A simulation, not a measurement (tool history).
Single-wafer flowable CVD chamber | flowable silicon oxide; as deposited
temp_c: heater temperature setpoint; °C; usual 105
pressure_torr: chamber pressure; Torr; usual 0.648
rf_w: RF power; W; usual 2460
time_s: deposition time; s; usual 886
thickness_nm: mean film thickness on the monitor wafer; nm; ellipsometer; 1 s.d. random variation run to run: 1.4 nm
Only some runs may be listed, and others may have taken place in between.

| run | hour | temp_c | pressure_torr | rf_w | time_s | wafers since the last listed run | hours since the last thermocouple change | hours since the last RF generator calibration | hours since the last manometer calibration | hours since the showerhead was replaced | hours since the gauge calibration | read-back reference wafer on the same gauge, thickness_nm | thickness_nm |
|---|---|---|---|---|---|---|---|---|---|---|---|---|---|
| 1 | 0.0 | 105 | 0.648 | 2460 | 886 | 0 | 3079.7 | 182.0 | 1327.6 | 4106.4 | 26.3 | 421.882 | 371.610 |
|  | 33.3 | thermocouple changed; heater temperature recalibrated |
| 2 | 43.3 | 105 | 0.648 | 2460 | 886 | 65 | 10.0 | 225.3 | 1370.9 | 4149.7 | 69.6 | 421.652 | 373.716 |
|  | 60.3 | capacitance manometer re-zeroed and calibrated |
| 3 | 86.5 | 105 | 0.648 | 2460 | 886 | 65 | 53.2 | 268.5 | 26.2 | 4192.9 | 112.8 | 421.755 | 366.280 |
| 4 | 112.9 | 105 | 0.648 | 2460 | 886 | 49 | 79.6 | 294.9 | 52.6 | 4219.3 | 139.2 | 421.866 | 364.777 |
| 5 | 184.0 | 112 | 0.648 | 2870 | 1023 | 132 | 150.7 | 366.0 | 123.7 | 4290.4 | 210.3 | 421.666 | 348.384 |
| 6 | 250.3 | 92 | 0.737 | 2325 | 792 | 123 | 217.0 | 432.3 | 190.0 | 4356.7 | 276.6 | 421.686 | 546.407 |
| 7 | 286.2 | 94 | 0.648 | 2460 | 944 | 66 | 252.9 | 468.2 | 225.9 | 4392.6 | 312.5 | 421.978 | 548.965 |
| 8 | 314.2 | 96 | 0.710 | 2460 | 886 | 52 | 280.9 | 496.2 | 253.9 | 4420.6 | 340.5 | 421.804 | 526.139 |
| 9 | 350.5 | 119 | 0.755 | 2080 | 979 | 67 | 317.2 | 532.5 | 290.2 | 4456.9 | 376.8 | 421.783 | 290.995 |
| 10 | 384.3 | 105 | 0.495 | 2685 | 886 | 62 | 351.0 | 566.3 | 324.0 | 4490.7 | 410.6 | 422.801 | 293.721 |
| 11 | 417.3 | 115 | 0.772 | 2460 | 949 | 61 | 384.0 | 599.3 | 357.0 | 4523.7 | 443.6 | 421.634 | 336.707 |
| 12 | 453.9 | 105 | 0.648 | 2460 | 886 | 68 | 420.6 | 635.9 | 393.6 | 4560.3 | 480.2 | 422.168 | 366.681 |
|  | 472.6 | showerhead replaced, of another model than before |
| 13 | 504.4 | 117 | 0.534 | 2915 | 955 | 79 | 471.1 | 686.4 | 444.1 | 31.8 | 530.7 | 421.112 | 259.320 |
| 14 | 534.9 | 93 | 0.648 | 2915 | 1060 | 56 | 501.6 | 716.9 | 474.6 | 62.3 | 561.2 | 422.066 | 655.065 |
| 15 | 606.2 | 105 | 0.540 | 2460 | 886 | 132 | 572.9 | 788.2 | 545.9 | 133.6 | 632.5 | 421.817 | 338.631 |
| 16 | 633.8 | 105 | 0.648 | 2460 | 886 | 51 | 600.5 | 815.8 | 573.5 | 161.2 | 660.1 | 421.729 | 364.323 |
| 17 | 670.5 | 93 | 0.762 | 2835 | 1036 | 68 | 637.2 | 852.5 | 610.2 | 197.9 | 696.8 | 421.666 | 692.124 |
| 18 | 722.7 | 105 | 0.648 | 2670 | 886 | 97 | 689.4 | 904.7 | 662.4 | 250.1 | 749.0 | 422.325 | 372.242 |
| 19 | 781.7 | 105 | 0.648 | 2040 | 713 | 109 | 748.4 | 963.7 | 721.4 | 309.1 | 808.0 | 421.701 | 271.628 |
| 20 | 808.4 | 109 | 0.648 | 2905 | 886 | 49 | 775.1 | 990.4 | 748.1 | 335.8 | 834.7 | 422.354 | 334.853 |
| 21 | 863.5 | 105 | 0.648 | 2670 | 754 | 102 | 830.2 | 1045.5 | 803.2 | 390.9 | 889.8 | 422.351 | 316.708 |
| 22 | 910.9 | 105 | 0.648 | 2460 | 886 | 88 | 877.6 | 1092.9 | 850.6 | 438.3 | 937.2 | 421.880 | 368.727 |
| 23 | 935.1 | 105 | 0.648 | 2460 | 955 | 45 | 901.8 | 1117.1 | 874.8 | 462.5 | 961.4 | 422.184 | 395.484 |
| 24 | 997.5 | 105 | 0.723 | 2900 | 886 | 116 | 964.2 | 1179.5 | 937.2 | 524.9 | 1023.8 | 422.041 | 399.403 |
| 25 | 1053.9 | 114 | 0.560 | 2460 | 886 | 105 | 1020.6 | 1235.9 | 993.6 | 581.3 | 1080.2 | 422.159 | 262.822 |
| 26 | 1108.9 | 105 | 0.795 | 2460 | 886 | 102 | 1075.6 | 1290.9 | 1048.6 | 636.3 | 1135.2 | 421.786 | 409.459 |
| 27 | 1172.9 | 105 | 0.648 | 2460 | 886 | 119 | 1139.6 | 1354.9 | 1112.6 | 700.3 | 1199.2 | 422.344 | 368.795 |
| 28 | 1217.9 | 105 | 0.648 | 2460 | 886 | 83 | 1184.6 | 1399.9 | 1157.6 | 745.3 | 1244.2 | 422.455 | 366.503 |

Each row is a separate what-if for the run after 28, all from the same tool condition, not one after another. Results?
| A | 1218.5 | 118 | 0.648 | 2460 | 886 | 1 | 1185.2 | 1400.5 | 1158.2 | 745.9 | 1244.8 | ? | ? |
| B | 1218.5 | 105 | 0.648 | 2740 | 739 | 1 | 1185.2 | 1400.5 | 1158.2 | 745.9 | 1244.8 | ? | ? |
| C | 1218.5 | 105 | 0.713 | 2460 | 753 | 1 | 1185.2 | 1400.5 | 1158.2 | 745.9 | 1244.8 | ? | ? |
| D | 1218.5 | 105 | 0.526 | 2460 | 775 | 1 | 1185.2 | 1400.5 | 1158.2 | 745.9 | 1244.8 | ? | ? |

| run | read-back reference wafer on the same gauge, thickness_nm | thickness_nm |
|---|---|---|
| A | 422.248 | 248.274 |
| B | 422.248 | 312.920 |
| C | 422.248 | 327.324 |
| D | 422.248 | 291.873 |
Stripped of hidden state, with their random variation kept, the same runs would have yielded:
| run | thickness_nm |
|---|---|
| A | 246.218 |
| B | 310.328 |
| C | 324.613 |
| D | 289.364 |
